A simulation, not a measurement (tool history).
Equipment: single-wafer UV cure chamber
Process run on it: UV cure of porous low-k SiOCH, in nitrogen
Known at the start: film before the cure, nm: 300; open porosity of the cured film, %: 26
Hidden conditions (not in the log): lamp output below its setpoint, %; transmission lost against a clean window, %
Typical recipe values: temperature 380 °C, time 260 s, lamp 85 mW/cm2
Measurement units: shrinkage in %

run	hour	temperature	time	lamp	wafers since the last listed run	hours since the UV bulbs were replaced	wafers since the quartz window was cleaned	shrinkage
1	0	374	260	58	0	643.4	214	10.04
2	68.4	374	260	58	889	711.8	1104	9.674
3	106.2	380	260	85	491	749.6	1595	11.131
4	149.4	380	260	85	561	792.8	2157	11.236
5	201.8	380	260	85	681	845.2	2839	11.048
# hour 270.8: quartz window cleaned
6	302.5	365	260	116	1205	945.9	412	12.708
7	343.7	380	305	85	535	987.1	948	12.145
8	370.5	380	260	85	348	1013.9	1297	11.492
9	435.7	380	260	85	848	1079.1	2145	10.911
10	495.7	380	260	85	780	1139.1	2925	10.735
# hour 541.3: UV bulbs replaced
# hour 587.8: quartz window cleaned
11	665.4	380	260	85	1999	124.1	1009	12.526
12	728	380	295	85	814	186.7	1823	12.851
13	764	380	260	85	468	222.7	2291	12.166
14	821.3	380	260	85	745	280	3037	11.748
15	849.8	395	185	85	370	308.5	3407	10.134
# hour 867.5: quartz window cleaned
16	913.9	387	340	47	729	372.6	603	10.858
17	945.8	393	130	63	414	404.5	1018	7.481
18	1002.6	380	260	47	738	461.3	1757	8.871
19	1054.8	361	300	85	678	513.5	2436	11.956
20	1118	380	260	85	822	576.7	3258	11.114
21	1158.5	395	145	85	526	617.2	3785	8.317
22	1185.8	392	185	48	355	644.5	4140	6.74
# hour 1211.2: quartz window cleaned
23	1228	380	200	71	444	686.7	218	9.535
24	1283.1	380	190	85	716	741.8	935	9.893
25	1317.3	380	260	85	444	776	1380	11.39
26	1388.6	380	130	122	927	847.3	2307	9.386
27	1458.6	388	320	45	910	917.3	3218	9.067
# hour 1481.7: quartz window cleaned
28	1488.5	396	260	85	284	947.2	88	11.987
29	1557.8	380	260	85	901	1016.5	990	11.345

4 ways to go on from here, each from the tool as it stands after run 29. What would each give?
A	1558.2	380	260	85	5	1016.9	995	?
B	1558.2	397	390	98	5	1016.9	995	?
C	1558.2	380	260	112	5	1016.9	995	?
D	1558.2	364	370	112	5	1016.9	995	?

run	shrinkage
A	11.273
B	14.387
C	12.645
D	14.108
With no hidden state in the tool, these same runs would have given:
run	shrinkage
A	13.246
B	16.476
C	14.673
D	16.189
